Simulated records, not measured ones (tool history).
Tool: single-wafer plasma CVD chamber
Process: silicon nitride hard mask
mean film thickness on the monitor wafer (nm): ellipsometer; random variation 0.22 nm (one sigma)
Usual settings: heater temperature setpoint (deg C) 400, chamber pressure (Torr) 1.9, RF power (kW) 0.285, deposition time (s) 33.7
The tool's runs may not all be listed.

run	hour	heater temperature setpoint (deg C)	chamber pressure (Torr)	RF power (kW)	deposition time (s)	read-back reference wafer on the same gauge, thickness_nm	mean film thickness on the monitor wafer (nm)
1	0	400	1.9	0.285	33.7	36.02	41.721
2	69	400	1.9	0.285	33.7	35.981	41.884
3	111.2	400	1.9	0.285	33.7	35.966	41.599
4	188.9	400	1.9	0.285	33.7	35.972	42.093
5	306.7	400	1.9	0.285	33.7	35.962	41.778
6	414	400	1.9	0.285	33.7	36.033	41.483
7	457.9	400	1.9	0.285	33.7	36.005	41.563
8	554	400	1.9	0.285	33.7	36.004	41.173
9	596.9	405	1.9	0.26	33.7	35.997	39.155
10	667.3	407	1.67	0.23	38	35.99	38.228
11	726.2	386	1.9	0.285	33.7	35.959	40.987
12	801.6	400	1.9	0.285	33.7	35.989	41.263
13	897.5	400	1.68	0.26	33.7	36.008	36.221
14	1031.6	386	1.5	0.27	38.2	35.947	41.387
15	1250.6	400	1.9	0.285	33.7	35.976	42.802
16	1322.4	400	1.9	0.285	33.7	35.938	42.681
17	1376.5	400	1.9	0.285	33.7	36.012	42.976
18	1424.5	395	2.2	0.32	36.4	36.001	52.017
19	1504.7	400	1.9	0.285	33.7	36.051	42.423
20	1590.1	400	1.9	0.26	39.3	35.989	47.168
21	1672.9	400	1.67	0.27	33.7	35.97	38.211
22	1710	400	1.9	0.285	33.7	35.988	42.003
23	1779.3	400	1.74	0.325	37.1	35.991	47.762
24	1841.8	400	1.9	0.26	33.7	36.032	40.422
25	1887.6	400	2.07	0.285	33.7	36.018	43.41
26	1935.4	400	1.9	0.285	33.7	35.977	42.129
27	2023.2	386	2.36	0.285	33.7	35.979	46.189
28	2150.9	400	1.9	0.24	33.7	35.994	38.48

Taken out of this log: 6 entries between the listed runs. Where each belongs, and how the hidden state differs across it:
Between runs 7 and 8: capacitance manometer re-zeroed and calibrated (hour 553.5)
  true pressure above the setpoint (%): -4.92 -> -7.93
  measured less the result without the state, mean film thickness on the monitor wafer (nm): -1.026 -> -1.703
Between runs 11 and 12: gauge calibrated (hour 774.5)
  true pressure above the setpoint (%): -9.07 -> -9.48
  measured less the result without the state, mean film thickness on the monitor wafer (nm): -1.978 -> -2.095
Between runs 13 and 14: capacitance manometer re-zeroed and calibrated, repeated, since the last time left the tool worse (hour 1010.9)
  true pressure above the setpoint (%): -9.94 -> -0.0195
  measured less the result without the state, mean film thickness on the monitor wafer (nm): -2.094 -> -0.004
Between runs 18 and 19: thermocouple changed; heater temperature recalibrated (hour 1459.8); RF generator calibrated (hour 1504.2)
  true pressure above the setpoint (%): -2.17 -> -2.47
  measured less the result without the state, mean film thickness on the monitor wafer (nm): -0.5 -> -0.512
Between runs 19 and 20: showerhead replaced (hour 1589.6)
  true pressure above the setpoint (%): -2.47 -> -2.75
  measured less the result without the state, mean film thickness on the monitor wafer (nm): -0.512 -> -0.636

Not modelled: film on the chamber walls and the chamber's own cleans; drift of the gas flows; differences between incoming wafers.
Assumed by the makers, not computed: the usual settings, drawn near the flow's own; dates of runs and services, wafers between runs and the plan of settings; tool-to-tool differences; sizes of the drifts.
